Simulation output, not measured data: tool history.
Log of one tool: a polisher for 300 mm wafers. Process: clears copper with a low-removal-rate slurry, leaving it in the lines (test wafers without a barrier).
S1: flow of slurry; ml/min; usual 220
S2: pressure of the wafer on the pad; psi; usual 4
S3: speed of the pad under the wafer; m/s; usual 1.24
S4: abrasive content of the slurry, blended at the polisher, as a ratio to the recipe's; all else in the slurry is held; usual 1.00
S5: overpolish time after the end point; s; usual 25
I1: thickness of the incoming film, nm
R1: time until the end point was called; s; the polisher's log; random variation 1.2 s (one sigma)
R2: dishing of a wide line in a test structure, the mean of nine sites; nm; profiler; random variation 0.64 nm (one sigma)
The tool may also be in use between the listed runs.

Run 1, hour 0.0: usual settings; I1 557.4. Result: R1 135.2 s, R2 46.6 nm.
Run 2, hour 31.8: usual settings; I1 565.6. Result: R1 136.2 s, R2 47.4 nm.
Run 3, hour 76.7: usual settings; I1 564.6. Result: R1 134.3 s, R2 46.5 nm.
Run 4, hour 117.8: usual settings; I1 573.1. Result: R1 136.1 s, R2 46.1 nm.
Run 5, hour 157.4: usual settings; I1 563.4. Result: R1 135.6 s, R2 46.2 nm.
Run 6, hour 228.3: usual settings; I1 563.1. Result: R1 135.5 s, R2 46.8 nm.
At hour 236.2: slurry blender recalibrated.
Run 7, hour 296.3: usual settings; I1 567.2. Result: R1 136.1 s, R2 47.7 nm.
At hour 332.0: worn pad replaced by a new one.
Run 8, hour 355.6: usual settings but S1 260 ml/min, S5 20 s; I1 567.0. Result: R1 135.5 s, R2 42.8 nm.
Run 9, hour 381.1: usual settings but S1 260 ml/min, S5 20 s; I1 573.4. Result: R1 135.5 s, R2 41.4 nm.
Run 10, hour 415.0: usual settings but S1 260 ml/min, S5 20 s; I1 554.6. Result: R1 133.2 s, R2 42.0 nm.
Run 11, hour 476.5: usual settings; I1 569.2. Result: R1 139.1 s, R2 47.6 nm.
Run 12, hour 531.0: usual settings; I1 561.3. Result: R1 133.7 s, R2 46.4 nm.
At hour 548.6: slurry blender recalibrated.
At hour 571.2: slurry nozzle cleaned.
Run 13, hour 573.2: usual settings but S3 1.52 m/s, S5 10 s; I1 565.3. Result: R1 119.2 s, R2 29.6 nm.
At hour 608.3: head pressure recalibrated.
Run 14, hour 624.4: usual settings; I1 556.4. Result: R1 133.4 s, R2 47.1 nm.
Run 15, hour 656.4: usual settings but S3 1.10 m/s; I1 568.9. Result: R1 146.8 s, R2 45.1 nm.
At hour 680.6: worn pad replaced by a new one.
Run 16, hour 783.0: usual settings but S1 290 ml/min; I1 568.5. Result: R1 132.7 s, R2 47.5 nm.
Run 17, hour 842.1: usual settings; I1 563.3. Result: R1 133.9 s, R2 47.9 nm.
At hour 849.2: slurry blender recalibrated.
Run 18, hour 875.0: usual settings but S1 250 ml/min, S5 32 s; I1 560.3. Result: R1 133.0 s, R2 52.9 nm.
Run 19, hour 943.1: usual settings but S4 1.15; I1 552.9. Result: R1 127.9 s, R2 46.9 nm.
Run 20, hour 974.4: usual settings but S5 34 s; I1 567.4. Result: R1 135.7 s, R2 53.4 nm.

Run 21 comes next. What will it give?
At hour 1025.1: worn pad replaced by a new one.
Run 21, hour 1025.6: usual settings; I1 566.1. Result: R1 ?, R2 ?.

R1: 135.8 s
R2: 46.4 nm
Without the tool's hidden state the same run would have given R1 135.8 s, R2 46.4 nm.
